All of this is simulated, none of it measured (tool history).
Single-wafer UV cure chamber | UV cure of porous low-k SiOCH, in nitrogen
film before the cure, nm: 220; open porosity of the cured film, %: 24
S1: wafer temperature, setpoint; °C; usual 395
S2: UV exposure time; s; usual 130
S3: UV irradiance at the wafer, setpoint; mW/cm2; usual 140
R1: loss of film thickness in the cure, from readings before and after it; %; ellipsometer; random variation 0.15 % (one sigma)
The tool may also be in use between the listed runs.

{"run": 1, "hour": 0.0, "S1": 395, "S2": 130, "S3": 140, "R1": 11.298}
{"run": 2, "hour": 19.6, "S1": 395, "S2": 130, "S3": 140, "R1": 11.208}
{"run": 3, "hour": 47.9, "S1": 391, "S2": 130, "S3": 162, "R1": 11.924}
{"run": 4, "hour": 61.9, "S1": 391, "S2": 130, "S3": 162, "R1": 11.844}
{"run": 5, "hour": 75.3, "S1": 391, "S2": 130, "S3": 162, "R1": 12.097}
{"hour": 92.0, "done": "quartz window cleaned"}
{"run": 6, "hour": 92.5, "S1": 395, "S2": 100, "S3": 140, "R1": 10.018}
{"run": 7, "hour": 122.2, "S1": 395, "S2": 100, "S3": 140, "R1": 10.089}
{"run": 8, "hour": 136.5, "S1": 395, "S2": 100, "S3": 140, "R1": 10.06}
{"run": 9, "hour": 158.4, "S1": 395, "S2": 95, "S3": 140, "R1": 10.223}
{"run": 10, "hour": 189.3, "S1": 395, "S2": 95, "S3": 140, "R1": 10.189}
{"run": 11, "hour": 212.6, "S1": 395, "S2": 70, "S3": 140, "R1": 8.699}
{"run": 12, "hour": 242.8, "S1": 395, "S2": 70, "S3": 140, "R1": 8.675}
{"run": 13, "hour": 278.2, "S1": 395, "S2": 70, "S3": 140, "R1": 8.802}
{"run": 14, "hour": 290.9, "S1": 395, "S2": 130, "S3": 140, "R1": 11.235}
{"run": 15, "hour": 319.3, "S1": 395, "S2": 130, "S3": 140, "R1": 11.622}
{"run": 16, "hour": 338.5, "S1": 395, "S2": 130, "S3": 116, "R1": 10.388}
{"run": 17, "hour": 352.2, "S1": 395, "S2": 130, "S3": 140, "R1": 11.31}
{"run": 18, "hour": 372.2, "S1": 390, "S2": 130, "S3": 109, "R1": 10.187}
{"hour": 384.5, "done": "quartz window cleaned"}
{"hour": 404.1, "done": "UV bulbs replaced"}
{"run": 19, "hour": 406.2, "S1": 390, "S2": 130, "S3": 109, "R1": 10.3}
{"run": 20, "hour": 429.0, "S1": 395, "S2": 130, "S3": 140, "R1": 11.181}
{"run": 21, "hour": 456.9, "S1": 395, "S2": 130, "S3": 140, "R1": 11.437}
{"run": 22, "hour": 469.5, "S1": 395, "S2": 130, "S3": 130, "R1": 11.259}
{"run": 23, "hour": 493.1, "S1": 395, "S2": 130, "S3": 130, "R1": 10.976}
{"run": 24, "hour": 522.4, "S1": 377, "S2": 180, "S3": 113, "R1": 11.42}
{"run": 25, "hour": 548.7, "S1": 413, "S2": 85, "S3": 123, "R1": 9.193}
{"run": 26, "hour": 561.5, "S1": 381, "S2": 130, "S3": 163, "R1": 11.994}
{"run": 27, "hour": 583.7, "S1": 395, "S2": 105, "S3": 140, "R1": 10.656}
{"run": 28, "hour": 608.3, "S1": 415, "S2": 130, "S3": 140, "R1": 11.832}
{"run": 29, "hour": 642.7, "S1": 414, "S2": 130, "S3": 158, "R1": 12.319}
{"hour": 700.4, "done": "quartz window cleaned"}
{"run": 30, "hour": 700.9, "S1": 395, "S2": 130, "S3": 140, "R1": 11.404}
{"run": 31, "hour": 720.7, "S1": 395, "S2": 180, "S3": 161, "R1": 13.885}
{"run": 32, "hour": 749.8, "S1": 377, "S2": 155, "S3": 166, "R1": 12.505}
{"run": 33, "hour": 768.8, "S1": 414, "S2": 130, "S3": 165, "R1": 12.301}
{"run": 34, "hour": 797.2, "S1": 401, "S2": 210, "S3": 126, "R1": 13.059}
{"run": 35, "hour": 809.4, "S1": 378, "S2": 130, "S3": 118, "R1": 10.422}
{"run": 36, "hour": 866.7, "S1": 395, "S2": 130, "S3": 129, "R1": 11.12}
{"hour": 945.3, "done": "quartz window cleaned"}
{"run": 37, "hour": 945.8, "S1": 381, "S2": 205, "S3": 121, "R1": 12.52}
{"run": 38, "hour": 961.8, "S1": 395, "S2": 100, "S3": 167, "R1": 11.035}
{"run": 39, "hour": 981.4, "S1": 395, "S2": 130, "S3": 140, "R1": 11.217}
{"run": 40, "hour": 1016.5, "S1": 395, "S2": 200, "S3": 140, "R1": 13.573}
{"run": 41, "hour": 1044.4, "S1": 385, "S2": 130, "S3": 113, "R1": 10.319}
{"run": 42, "hour": 1133.2, "S1": 395, "S2": 130, "S3": 140, "R1": 11.478}
{"run": 43, "hour": 1151.4, "S1": 381, "S2": 75, "S3": 160, "R1": 9.403}
{"run": 44, "hour": 1176.3, "S1": 402, "S2": 130, "S3": 140, "R1": 11.612}
{"hour": 1206.5, "done": "quartz window cleaned"}
{"run": 45, "hour": 1207.0, "S1": 378, "S2": 190, "S3": 123, "R1": 12.055}
{"run": 46, "hour": 1215.2, "S1": 377, "S2": 100, "S3": 101, "R1": 8.396}
{"run": 47, "hour": 1235.3, "S1": 395, "S2": 130, "S3": 140, "R1": 11.412}

What the log doesn't show, run by run:
lamp output below its setpoint, %: 0 in every run
transmission lost against a clean window, %: 0 in every run

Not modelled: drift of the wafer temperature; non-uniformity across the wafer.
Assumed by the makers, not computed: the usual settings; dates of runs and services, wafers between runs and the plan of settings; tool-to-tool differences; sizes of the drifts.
